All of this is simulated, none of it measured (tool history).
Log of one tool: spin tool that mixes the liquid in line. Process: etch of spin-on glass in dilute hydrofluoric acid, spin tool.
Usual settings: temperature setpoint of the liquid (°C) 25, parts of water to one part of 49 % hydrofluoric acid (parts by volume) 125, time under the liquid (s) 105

run,hour,temperature setpoint of the liquid (°C),parts of water to one part of 49 % hydrofluoric acid (parts by volume),time under the liquid (s),wafers since the last listed run,hours since the thermometer was replaced,hours since the hydrofluoric acid flow meter was replaced,hours since the gauge calibration,"read-back film thickness of the spin-on glass reference wafer, read on the same gauge (nm)",thickness taken off the spin-on glass on a monitor wafer (nm)
1,0,28,125,105,0,652.5,689.3,235,30.03,25.58
2,39.4,25,125,105,391,691.9,728.7,274.4,30,22.93
3,77.3,25,125,105,377,729.8,766.6,312.3,29.96,22.82
4,116.1,25,125,105,386,768.6,805.4,351.1,30.01,22.72
# hour 135.1: thermometer replaced
5,155.1,25,125,105,378,20,844.4,390.1,30,23.01
6,202.6,25,125,105,472,67.5,891.9,437.6,29.99,22.93
7,276.4,25,125,105,734,141.3,965.7,511.4,30.01,22.82
8,343.5,25,125,105,667,208.4,1032.8,578.5,29.96,22.56
9,428.1,25,125,105,841,293,1117.4,663.1,30.03,23
10,480.1,25,125,105,517,345,1169.4,715.1,29.96,22.95
11,584.1,25,125,105,1034,449,1273.4,819.1,30,23.19
# hour 784.2: thermometer replaced
12,874,20,165,135,2874,89.8,1563.3,1109,30.02,17.67
13,934.1,29,125,160,597,149.9,1623.4,1169.1,30.02,40.99
# hour 1028.3: gauge calibrated
14,1036.9,25,125,105,1022,252.7,1726.2,8.6,30.03,23.15
# hour 1119.6: hydrofluoric acid flow meter replaced
15,1139,25,125,105,1005,354.8,19.4,110.7,29.94,22.2
16,1223.1,25,125,45,836,438.9,103.5,194.8,30,9.5
17,1279.9,21.5,70,125,565,495.7,160.3,251.6,29.99,43.92
18,1373.2,25,65,80,928,589,253.6,344.9,29.97,35.29
19,1431.2,25,85,105,577,647,311.6,402.9,30.01,34.84
# hour 1474.7: thermometer replaced
20,1536.3,22.5,125,170,1035,61.6,416.7,508,30,32.75
21,1618.2,20,70,145,814,143.5,498.6,589.9,30.01,48.16

Subtracting, for every run, the result it would have given without the tool's unlogged condition from the measured result gives the following. The same run-to-run variation enters both numbers; the gauge's scatter may not:
The hidden state here: liquid colder than its thermometer reads (K); hydrofluoric acid flow above the setpoint (%); gauge reads high (%).
run,thickness taken off the spin-on glass on a monitor wafer (nm)
1,+0.61
2,+0.56
3,+0.57
4,+0.59
5,+0.62
6,+0.64
7,+0.67
8,+0.69
9,+0.74
10,+0.77
11,+0.83
12,+0.75
13,+1.79
14,+1.04
15,+0.08
16,+0.05
17,+0.29
18,+0.29
19,+0.34
20,+0.4
21,+0.65
